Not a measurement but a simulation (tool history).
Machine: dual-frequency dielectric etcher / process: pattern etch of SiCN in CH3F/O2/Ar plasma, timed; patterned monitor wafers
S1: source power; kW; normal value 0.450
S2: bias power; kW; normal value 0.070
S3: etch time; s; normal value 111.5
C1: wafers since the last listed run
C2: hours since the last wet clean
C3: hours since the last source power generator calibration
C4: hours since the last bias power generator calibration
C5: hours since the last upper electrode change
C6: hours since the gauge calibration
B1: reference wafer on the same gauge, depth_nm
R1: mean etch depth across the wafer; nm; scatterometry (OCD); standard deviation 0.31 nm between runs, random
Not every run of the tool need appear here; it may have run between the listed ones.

run 1 day=0.000 | S1=0.450 S2=0.070 S3=111.5 | C1=0 C2=213.1 C3=1482.8 C4=2460.2 C5=2593.8 C6=274.5 | B1=45.22 | R1=45.37
run 2 day=0.750 | S1=0.450 S2=0.070 S3=111.5 | C1=130 C2=231.1 C3=1500.8 C4=2478.2 C5=2611.8 C6=292.5 | B1=45.21 | R1=45.73
run 3 day=1.338 | S1=0.450 S2=0.070 S3=111.5 | C1=102 C2=245.2 C3=1514.9 C4=2492.3 C5=2625.9 C6=306.6 | B1=45.24 | R1=45.61
run 4 day=1.733 | S1=0.450 S2=0.070 S3=111.5 | C1=69 C2=254.7 C3=1524.4 C4=2501.8 C5=2635.4 C6=316.1 | B1=45.24 | R1=46.20
run 5 day=2.604 | S1=0.450 S2=0.070 S3=111.5 | C1=152 C2=275.6 C3=1545.3 C4=2522.7 C5=2656.3 C6=337.0 | B1=45.27 | R1=45.82
run 6 day=2.983 | S1=0.450 S2=0.070 S3=111.5 | C1=66 C2=284.7 C3=1554.4 C4=2531.8 C5=2665.4 C6=346.1 | B1=45.30 | R1=46.05
run 7 day=3.496 | S1=0.450 S2=0.070 S3=111.5 | C1=89 C2=297.0 C3=1566.7 C4=2544.1 C5=2677.7 C6=358.4 | B1=45.26 | R1=45.82
run 8 day=4.192 | S1=0.450 S2=0.070 S3=111.5 | C1=121 C2=313.7 C3=1583.4 C4=2560.8 C5=2694.4 C6=375.1 | B1=45.14 | R1=46.46
run 9 day=4.779 | S1=0.450 S2=0.070 S3=111.5 | C1=102 C2=327.8 C3=1597.5 C4=2574.9 C5=2708.5 C6=389.2 | B1=45.14 | R1=45.61
run 10 day=5.212 | S1=0.410 S2=0.070 S3=111.5 | C1=75 C2=338.2 C3=1607.9 C4=2585.3 C5=2718.9 C6=399.6 | B1=45.11 | R1=44.72
run 11 day=5.862 | S1=0.370 S2=0.070 S3=111.5 | C1=113 C2=353.8 C3=1623.5 C4=2600.9 C5=2734.5 C6=415.2 | B1=45.23 | R1=43.33
run 12 day=6.221 | S1=0.450 S2=0.070 S3=111.5 | C1=62 C2=362.4 C3=1632.1 C4=2609.5 C5=2743.1 C6=423.8 | B1=45.27 | R1=45.67
-- day=6.592 gauge calibrated
-- day=7.788 upper electrode replaced
run 13 day=7.808 | S1=0.450 S2=0.070 S3=111.5 | C1=102 C2=400.5 C3=1670.2 C4=2647.6 C5=0.5 C6=29.2 | B1=45.23 | R1=46.17
run 14 day=7.825 | S1=0.450 S2=0.074 S3=111.5 | C1=2 C2=400.9 C3=1670.6 C4=2648.0 C5=0.9 C6=29.6 | B1=45.22 | R1=47.08
-- day=8.033 bias power generator calibrated
run 15 day=8.046 | S1=0.400 S2=0.063 S3=139.5 | C1=9 C2=406.2 C3=1675.9 C4=0.3 C5=6.2 C6=34.9 | B1=45.09 | R1=53.53
run 16 day=8.396 | S1=0.360 S2=0.070 S3=85.5 | C1=61 C2=414.6 C3=1684.3 C4=8.7 C5=14.6 C6=43.3 | B1=45.19 | R1=32.81
run 17 day=9.108 | S1=0.550 S2=0.080 S3=111.5 | C1=124 C2=431.7 C3=1701.4 C4=25.8 C5=31.7 C6=60.4 | B1=45.21 | R1=52.15
run 18 day=9.771 | S1=0.370 S2=0.061 S3=111.5 | C1=115 C2=447.6 C3=1717.3 C4=41.7 C5=47.6 C6=76.3 | B1=45.12 | R1=41.44
-- day=10.050 source power generator calibrated
-- day=10.854 wet clean of the chamber
run 19 day=10.875 | S1=0.410 S2=0.085 S3=88.0 | C1=22 C2=0.5 C3=19.8 C4=68.2 C5=74.1 C6=102.8 | B1=45.32 | R1=36.84
run 20 day=10.892 | S1=0.530 S2=0.059 S3=144.5 | C1=2 C2=0.9 C3=20.2 C4=68.6 C5=74.5 C6=103.2 | B1=45.25 | R1=57.94
run 21 day=11.192 | S1=0.360 S2=0.079 S3=78.5 | C1=52 C2=8.1 C3=27.4 C4=75.8 C5=81.7 C6=110.4 | B1=45.25 | R1=31.15
run 22 day=11.838 | S1=0.340 S2=0.083 S3=111.5 | C1=112 C2=23.6 C3=42.9 C4=91.3 C5=97.2 C6=125.9 | B1=45.24 | R1=44.39
run 23 day=12.425 | S1=0.450 S2=0.053 S3=111.5 | C1=102 C2=37.7 C3=57.0 C4=105.4 C5=111.3 C6=140.0 | B1=45.29 | R1=40.39
run 24 day=13.171 | S1=0.450 S2=0.070 S3=111.5 | C1=130 C2=55.6 C3=74.9 C4=123.3 C5=129.2 C6=157.9 | B1=45.24 | R1=45.11
run 25 day=13.504 | S1=0.450 S2=0.070 S3=111.5 | C1=58 C2=63.6 C3=82.9 C4=131.3 C5=137.2 C6=165.9 | B1=45.12 | R1=45.10
run 26 day=14.138 | S1=0.450 S2=0.078 S3=80.0 | C1=110 C2=78.8 C3=98.1 C4=146.5 C5=152.4 C6=181.1 | B1=45.17 | R1=33.91
run 27 day=14.688 | S1=0.490 S2=0.055 S3=128.0 | C1=96 C2=92.0 C3=111.3 C4=159.7 C5=165.6 C6=194.3 | B1=45.19 | R1=48.76
run 28 day=15.421 | S1=0.480 S2=0.065 S3=91.0 | C1=128 C2=109.6 C3=128.9 C4=177.3 C5=183.2 C6=211.9 | B1=45.16 | R1=36.39
run 29 day=15.696 | S1=0.410 S2=0.088 S3=84.0 | C1=48 C2=116.2 C3=135.5 C4=183.9 C5=189.8 C6=218.5 | B1=45.22 | R1=36.59
run 30 day=15.958 | S1=0.500 S2=0.063 S3=100.5 | C1=45 C2=122.5 C3=141.8 C4=190.2 C5=196.1 C6=224.8 | B1=45.22 | R1=40.34
run 31 day=16.462 | S1=0.450 S2=0.070 S3=111.5 | C1=88 C2=134.6 C3=153.9 C4=202.3 C5=208.2 C6=236.9 | B1=45.24 | R1=45.05

Hidden state at the last listed run before each entry between runs and at the first one after, where it differs:
Runs 12 to 13: gauge calibrated (day 6.592); upper electrode replaced (day 7.788)
  etch rate over this chamber's usual, %: 3 -> 3.32
  measured less the result without the state, R1: +1.33 -> +1.49 nm
Runs 14 to 15: bias power generator calibrated (day 8.033)
  etch rate over this chamber's usual, %: 3.33 -> 3.37
  measured less the result without the state, R1: +1.52 -> +1.74 nm
Runs 18 to 19: source power generator calibrated (day 10.050); wet clean of the chamber (day 10.854)
  etch rate over this chamber's usual, %: 3.73 -> 0.453
  measured less the result without the state, R1: +1.49 -> +0.17 nm

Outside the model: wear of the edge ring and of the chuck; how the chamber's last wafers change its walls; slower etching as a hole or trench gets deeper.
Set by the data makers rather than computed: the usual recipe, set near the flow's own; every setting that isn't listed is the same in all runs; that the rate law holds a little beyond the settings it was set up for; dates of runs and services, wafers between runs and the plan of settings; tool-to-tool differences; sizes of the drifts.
